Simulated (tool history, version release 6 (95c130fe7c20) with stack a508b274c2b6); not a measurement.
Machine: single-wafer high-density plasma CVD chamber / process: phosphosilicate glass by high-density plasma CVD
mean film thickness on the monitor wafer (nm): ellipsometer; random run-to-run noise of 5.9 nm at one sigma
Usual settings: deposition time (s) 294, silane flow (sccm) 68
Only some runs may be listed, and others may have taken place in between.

run    hour  deposition time (s)  silane flow (sccm)  wafers since the last listed run  hours since the silane flow controller was replaced  hours since the gauge calibration  read-back reference wafer on the same gauge, thickness_nm  mean film thickness on the monitor wafer (nm)
  1       0                  294                  68                                 0                                               2165.6                              884.1                                                   1959.627                                       2155.132
  2    42.5                  294                  68                               217                                               2208.1                              926.6                                                   1957.679                                       2164.681
       60.5  -- gauge calibrated
  3   109.6                  294                  58                               342                                               2275.2                               49.1                                                   1960.341                                       1838.982
  4   207.3                  294                  58                               499                                               2372.9                              146.8                                                   1960.297                                       1849.642
  5   293.3                  294                  58                               439                                               2458.9                              232.8                                                   1963.961                                       1853.702
  6   339.8                  294                  65                               237                                               2505.4                              279.3                                                   1960.562                                       2088.773
  7   428.9                  294                  65                               455                                               2594.5                              368.4                                                    1959.26                                       2090.615
  8   468.8                  294                  65                               203                                               2634.4                              408.3                                                   1961.323                                       2090.748
  9   718.5                  294                  68                              1275                                               2884.1                                658                                                   1961.555                                       2194.929
 10   802.2                  294                  68                               427                                               2967.8                              741.7                                                   1958.246                                       2200.453
 11   865.6                  294                  68                               323                                               3031.2                              805.1                                                   1958.389                                       2203.333
        900  -- silane flow controller replaced
 12   918.6                  294                  68                               229                                                 18.6                              858.1                                                   1958.483                                       2107.166
      939.9  -- gauge calibrated
 13    1150                  255                  62                              1181                                                  250                              210.1                                                   1959.503                                       1675.957
 14  1248.5                  273                  77                               503                                                348.5                              308.6                                                   1962.594                                       2220.523
 15    1341                  343                  60                               472                                                  441                              401.1                                                    1960.54                                       2177.957
 16  1418.4                  294                  68                               395                                                518.4                              478.5                                                   1958.689                                       2110.414
 17  1500.1                  271                  73                               417                                                600.1                              560.2                                                   1959.839                                       2097.611
 18    1714                  254                  57                              1092                                                  814                              774.1                                                    1959.89                                       1537.069
 19  1757.7                  294                  68                               223                                                857.7                              817.8                                                   1959.668                                       2114.315
 20  1795.9                  251                  81                               195                                                895.9                                856                                                   1959.944                                       2156.092
 21  1856.5                  260                  60                               309                                                956.5                              916.6                                                   1959.467                                       1651.145
 22  1907.6                  244                  65                               261                                               1007.6                              967.7                                                   1961.119                                       1692.054

Each row is a separate what-if for the run after 22, all from the same tool condition, not one after another. Results?
  A  1908.1                  294                  68                                 2                                               1008.1                              968.2                                                          ?                                              ?
  B  1908.1                  249                  72                                 2                                               1008.1                              968.2                                                          ?                                              ?
  C  1908.1                  294                  63                                 2                                               1008.1                              968.2                                                          ?                                              ?
  D  1908.1                  340                  79                                 2                                               1008.1                              968.2                                                          ?                                              ?
  E  1908.1                  351                  59                                 2                                               1008.1                              968.2                                                          ?                                              ?

run  read-back reference wafer on the same gauge, thickness_nm  mean film thickness on the monitor wafer (nm)
  A                                                   1960.159                                       2118.723
  B                                                   1960.159                                       1899.983
  C                                                   1960.159                                       1962.934
  D                                                   1960.159                                       2846.583
  E                                                   1960.159                                       2194.709
Without the tool's unlogged condition, the same runs would have read:
run  mean film thickness on the monitor wafer (nm)
  A                                        2104.27
  B                                       1887.022
  C                                       1949.544
  D                                       2827.165
  E                                       2179.738

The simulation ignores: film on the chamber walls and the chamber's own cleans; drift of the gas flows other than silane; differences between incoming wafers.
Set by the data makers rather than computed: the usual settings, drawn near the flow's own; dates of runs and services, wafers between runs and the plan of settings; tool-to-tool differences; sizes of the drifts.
